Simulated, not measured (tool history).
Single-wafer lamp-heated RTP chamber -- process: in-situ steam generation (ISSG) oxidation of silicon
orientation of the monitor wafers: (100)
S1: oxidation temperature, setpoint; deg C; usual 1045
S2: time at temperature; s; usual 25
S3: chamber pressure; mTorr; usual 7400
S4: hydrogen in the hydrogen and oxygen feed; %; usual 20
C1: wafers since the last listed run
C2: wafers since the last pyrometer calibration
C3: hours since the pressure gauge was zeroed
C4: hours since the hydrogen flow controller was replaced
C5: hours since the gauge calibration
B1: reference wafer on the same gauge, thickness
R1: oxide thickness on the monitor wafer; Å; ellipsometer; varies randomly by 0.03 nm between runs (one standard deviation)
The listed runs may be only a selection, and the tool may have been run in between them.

run	hour	S1	S2	S3	S4	C1	C2	C3	C4	C5	B1	R1
1	0.0	1045	25	7400	20	0	566	3867.9	6769.6	317.1	7.549	82.89
2	51.7	1045	25	7400	20	342	908	3919.6	6821.3	368.8	7.549	82.71
3	98.1	1045	25	7400	20	307	1216	3966.0	6867.7	415.2	7.551	83.76
4	159.6	1045	25	7400	20	407	1623	4027.5	6929.2	476.7	7.548	83.24
5	209.7	1045	25	7400	20	331	1955	4077.6	6979.3	526.8	7.554	83.32
# hour 256.6: hydrogen flow controller replaced
6	317.8	1045	25	6900	20	662	2617	4185.7	61.2	634.9	7.546	83.33
# hour 342.0: gauge calibrated
7	376.3	1045	25	6900	20	387	3005	4244.2	119.7	34.3	7.552	84.23
# hour 445.4: pyrometer window cleaned and pyrometer calibrated
8	445.9	1045	25	6900	20	407	2	4313.8	189.3	103.9	7.550	82.59
9	484.6	1045	34	7400	27	256	259	4352.5	228.0	142.6	7.552	104.90
10	524.9	1062	25	6900	20	266	526	4392.8	268.3	182.9	7.548	91.22
# hour 558.0: pressure gauge zeroed
11	565.6	1057	25	8100	20	216	742	7.6	309.0	223.6	7.557	88.61
12	622.0	1034	22	8000	17	373	1116	64.0	365.4	280.0	7.555	71.44
13	667.0	1045	25	7400	20	297	1413	109.0	410.4	325.0	7.551	82.66
14	711.9	1045	21	7400	20	297	1711	153.9	455.3	369.9	7.560	76.14
15	769.1	1045	25	7400	20	378	2090	211.1	512.5	427.1	7.559	84.15
16	795.0	1053	20	6900	17	171	2261	237.0	538.4	453.0	7.554	74.62

4 ways to go on from here, each from the tool as it stands after run 16. What would each give?
A	795.5	1045	25	7400	20	3	2264	237.5	538.9	453.5	?	?
B	795.5	1045	30	7400	15	3	2264	237.5	538.9	453.5	?	?
C	795.5	1038	25	7400	28	3	2264	237.5	538.9	453.5	?	?
D	795.5	1032	20	8000	23	3	2264	237.5	538.9	453.5	?	?

run	B1	R1
A	7.550	83.96
B	7.550	86.93
C	7.550	87.78
D	7.550	72.22
With no hidden state in the tool, these same runs would have given:
run	R1
A	82.75
B	85.64
C	86.56
D	71.29

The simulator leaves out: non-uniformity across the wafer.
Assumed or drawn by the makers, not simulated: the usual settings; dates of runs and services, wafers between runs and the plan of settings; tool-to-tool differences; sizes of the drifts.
